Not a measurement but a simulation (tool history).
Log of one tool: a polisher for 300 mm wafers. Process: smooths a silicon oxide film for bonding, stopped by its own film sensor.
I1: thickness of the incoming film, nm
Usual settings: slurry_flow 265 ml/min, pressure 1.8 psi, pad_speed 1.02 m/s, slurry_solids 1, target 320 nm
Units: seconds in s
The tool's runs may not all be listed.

run 1 day=0 | slurry_flow=265 pressure=1.8 pad_speed=1.02 slurry_solids=1 target=320 | I1=390.8 | seconds=119.1
run 2 day=2.858 | slurry_flow=265 pressure=1.8 pad_speed=1.02 slurry_solids=1 target=320 | I1=389.9 | seconds=115.4
run 3 day=6.117 | slurry_flow=265 pressure=1.8 pad_speed=1.02 slurry_solids=1 target=320 | I1=387.7 | seconds=111.8
run 4 day=9.375 | slurry_flow=265 pressure=1.8 pad_speed=1.02 slurry_solids=1 target=320 | I1=386.6 | seconds=111.3
run 5 day=11.583 | slurry_flow=265 pressure=1.8 pad_speed=1.02 slurry_solids=1 target=312 | I1=385.2 | seconds=122.7
run 6 day=15.217 | slurry_flow=265 pressure=1.4 pad_speed=1.02 slurry_solids=1 target=320 | I1=395.4 | seconds=142.3
run 7 day=17.888 | slurry_flow=265 pressure=1.5 pad_speed=1.02 slurry_solids=1 target=331 | I1=392.9 | seconds=111.9
run 8 day=21.421 | slurry_flow=360 pressure=1.8 pad_speed=1.02 slurry_solids=1 target=320 | I1=393.3 | seconds=119
run 9 day=25.358 | slurry_flow=265 pressure=1.8 pad_speed=1.18 slurry_solids=0.8 target=320 | I1=395.5 | seconds=131.8
-- day=27.079 worn pad replaced by a new one
-- day=27.112 slurry blender recalibrated
-- day=28.008 slurry nozzle cleaned
run 10 day=29.071 | slurry_flow=265 pressure=1.5 pad_speed=1.3 slurry_solids=1 target=331 | I1=394.5 | seconds=100.3
run 11 day=31 | slurry_flow=350 pressure=1.8 pad_speed=1.02 slurry_solids=1 target=341 | I1=391.7 | seconds=82.5
run 12 day=34.512 | slurry_flow=265 pressure=1.8 pad_speed=0.92 slurry_solids=1.2 target=320 | I1=390.7 | seconds=111.1
run 13 day=38.142 | slurry_flow=265 pressure=1.8 pad_speed=1.02 slurry_solids=1 target=320 | I1=393 | seconds=124
run 14 day=41.975 | slurry_flow=265 pressure=1.5 pad_speed=1.02 slurry_solids=1 target=312 | I1=388.8 | seconds=142.1
-- day=43.796 head pressure recalibrated
run 15 day=46.25 | slurry_flow=345 pressure=1.4 pad_speed=1.02 slurry_solids=1 target=339 | I1=389.5 | seconds=95.1
run 16 day=49.792 | slurry_flow=170 pressure=1.8 pad_speed=1.02 slurry_solids=1.2 target=302 | I1=383.1 | seconds=127.2
run 17 day=52.529 | slurry_flow=265 pressure=2.4 pad_speed=0.74 slurry_solids=0.8 target=326 | I1=390.4 | seconds=131.8
run 18 day=59.583 | slurry_flow=265 pressure=1.8 pad_speed=1.02 slurry_solids=1 target=320 | I1=392.5 | seconds=122.2
-- day=59.812 slurry nozzle cleaned
-- day=64.546 slurry blender recalibrated
-- day=65.354 worn pad replaced by a new one
run 19 day=67.8 | slurry_flow=265 pressure=1.5 pad_speed=1.02 slurry_solids=1 target=304 | I1=389.1 | seconds=157.9
run 20 day=70.775 | slurry_flow=185 pressure=1.3 pad_speed=1.02 slurry_solids=1 target=341 | I1=383.4 | seconds=86.8
run 21 day=73.812 | slurry_flow=265 pressure=1.8 pad_speed=1.02 slurry_solids=0.8 target=320 | I1=389.1 | seconds=137.1
run 22 day=75.354 | slurry_flow=265 pressure=1.8 pad_speed=0.76 slurry_solids=1 target=320 | I1=398.3 | seconds=154.6
run 23 day=82.204 | slurry_flow=265 pressure=2.1 pad_speed=1.02 slurry_solids=1 target=297 | I1=393.6 | seconds=149.6
run 24 day=84.608 | slurry_flow=265 pressure=1.8 pad_speed=1.02 slurry_solids=1 target=320 | I1=389.2 | seconds=114
run 25 day=88.567 | slurry_flow=265 pressure=1.8 pad_speed=1.02 slurry_solids=1 target=320 | I1=396.4 | seconds=125
-- day=89.046 slurry nozzle cleaned
-- day=94.638 head pressure recalibrated
run 26 day=96.396 | slurry_flow=265 pressure=2.3 pad_speed=1.02 slurry_solids=1 target=320 | I1=394.6 | seconds=108.6
-- day=98.758 worn pad replaced by a new one
run 27 day=99.317 | slurry_flow=320 pressure=1.8 pad_speed=1.22 slurry_solids=0.9 target=338 | I1=393.7 | seconds=87.7
-- day=100.712 slurry blender recalibrated
run 28 day=102.7 | slurry_flow=265 pressure=2.3 pad_speed=1.28 slurry_solids=1 target=331 | I1=391.9 | seconds=72.2
run 29 day=104.954 | slurry_flow=265 pressure=1.8 pad_speed=1.02 slurry_solids=1 target=320 | I1=391.9 | seconds=117.6

The tool's hidden state at each run:
removal rate lost through wear of the pad, %: 0 in every run
slurry flow missing at the pad, %: 0 in every run
deviation of the head's pressure from its setpoint, %: 0 in every run
abrasive missing from the slurry, %: 0 in every run
